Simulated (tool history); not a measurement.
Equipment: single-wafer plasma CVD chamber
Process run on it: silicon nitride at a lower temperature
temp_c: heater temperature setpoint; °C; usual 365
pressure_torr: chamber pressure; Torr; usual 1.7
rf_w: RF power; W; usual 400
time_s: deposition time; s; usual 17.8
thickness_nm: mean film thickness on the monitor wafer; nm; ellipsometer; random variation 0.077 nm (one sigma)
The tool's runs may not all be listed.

| run | day | temp_c | pressure_torr | rf_w | time_s | read-back reference wafer on the same gauge, thickness_nm | thickness_nm |
|---|---|---|---|---|---|---|---|
| 1 | 0 | 365 | 1.7 | 400 | 17.8 | 27.786 | 26.296 |
| 2 | 1.508 | 365 | 1.7 | 400 | 17.8 | 27.797 | 26.436 |
| 3 | 2.583 | 365 | 1.7 | 365 | 17.8 | 27.813 | 25.248 |
|  | 4.388 | RF generator calibrated |
| 4 | 5.083 | 365 | 1.7 | 400 | 17.8 | 27.801 | 26.623 |
| 5 | 7.312 | 365 | 1.7 | 400 | 17.8 | 27.802 | 26.569 |
|  | 9.462 | showerhead replaced |
| 6 | 9.483 | 365 | 1.7 | 400 | 17.8 | 27.803 | 26.524 |
| 7 | 11.392 | 365 | 1.7 | 400 | 17.8 | 27.798 | 26.501 |
| 8 | 12.708 | 377 | 2.05 | 400 | 18.8 | 27.802 | 29.636 |
| 9 | 15.375 | 351 | 1.83 | 425 | 15.6 | 27.798 | 24.722 |
| 10 | 17.021 | 365 | 1.7 | 400 | 17.8 | 27.793 | 26.61 |
|  | 17.821 | capacitance manometer re-zeroed and calibrated |
| 11 | 18.946 | 365 | 1.7 | 355 | 17.8 | 27.806 | 25.073 |
| 12 | 20.275 | 365 | 1.7 | 400 | 17.8 | 27.798 | 26.476 |
| 13 | 22.617 | 365 | 1.7 | 400 | 17.8 | 27.792 | 26.481 |
| 14 | 24.871 | 365 | 1.7 | 400 | 17.8 | 27.811 | 26.386 |
| 15 | 26.292 | 365 | 1.7 | 400 | 17.8 | 27.807 | 26.519 |
| 16 | 29.146 | 351 | 1.28 | 340 | 20.9 | 27.803 | 26.242 |
|  | 30.696 | gauge calibrated |
| 17 | 31.95 | 356 | 1.7 | 375 | 14.8 | 27.785 | 21.418 |
| 18 | 33.917 | 374 | 1.98 | 400 | 14.8 | 27.808 | 23.024 |
| 19 | 35.871 | 360 | 1.7 | 365 | 14.5 | 27.791 | 20.642 |
| 20 | 37.188 | 365 | 1.7 | 400 | 17.8 | 27.797 | 26.402 |
| 21 | 38.608 | 358 | 1.7 | 400 | 17.8 | 27.798 | 26.544 |
| 22 | 46.142 | 356 | 1.7 | 375 | 14.8 | 27.797 | 21.318 |
| 23 | 47.696 | 365 | 1.7 | 400 | 17.8 | 27.802 | 26.41 |
| 24 | 50.058 | 378 | 2 | 345 | 17.8 | 27.806 | 25.746 |
| 25 | 55.625 | 365 | 1.7 | 380 | 17.8 | 27.795 | 25.688 |
| 26 | 57.792 | 365 | 1.7 | 350 | 17.8 | 27.79 | 24.837 |
| 27 | 60.338 | 378 | 1.7 | 400 | 14.4 | 27.795 | 21.267 |
| 28 | 61.646 | 379 | 1.54 | 365 | 17.8 | 27.79 | 24.149 |

4 ways to go on from here, each from the tool as it stands after run 28. What would each give?
| A | 61.662 | 365 | 1.7 | 400 | 17.8 | ? | ? |
| B | 61.662 | 373 | 2.11 | 400 | 17.8 | ? | ? |
| C | 61.662 | 360 | 1.35 | 400 | 15.6 | ? | ? |
| D | 61.662 | 365 | 2.11 | 340 | 17.8 | ? | ? |

| run | read-back reference wafer on the same gauge, thickness_nm | thickness_nm |
|---|---|---|
| A | 27.813 | 26.244 |
| B | 27.813 | 28.039 |
| C | 27.813 | 21.208 |
| D | 27.813 | 26.062 |
Without the tool's unlogged condition, the same runs would have read:
| run | thickness_nm |
|---|---|
| A | 26.522 |
| B | 28.337 |
| C | 21.434 |
| D | 26.359 |

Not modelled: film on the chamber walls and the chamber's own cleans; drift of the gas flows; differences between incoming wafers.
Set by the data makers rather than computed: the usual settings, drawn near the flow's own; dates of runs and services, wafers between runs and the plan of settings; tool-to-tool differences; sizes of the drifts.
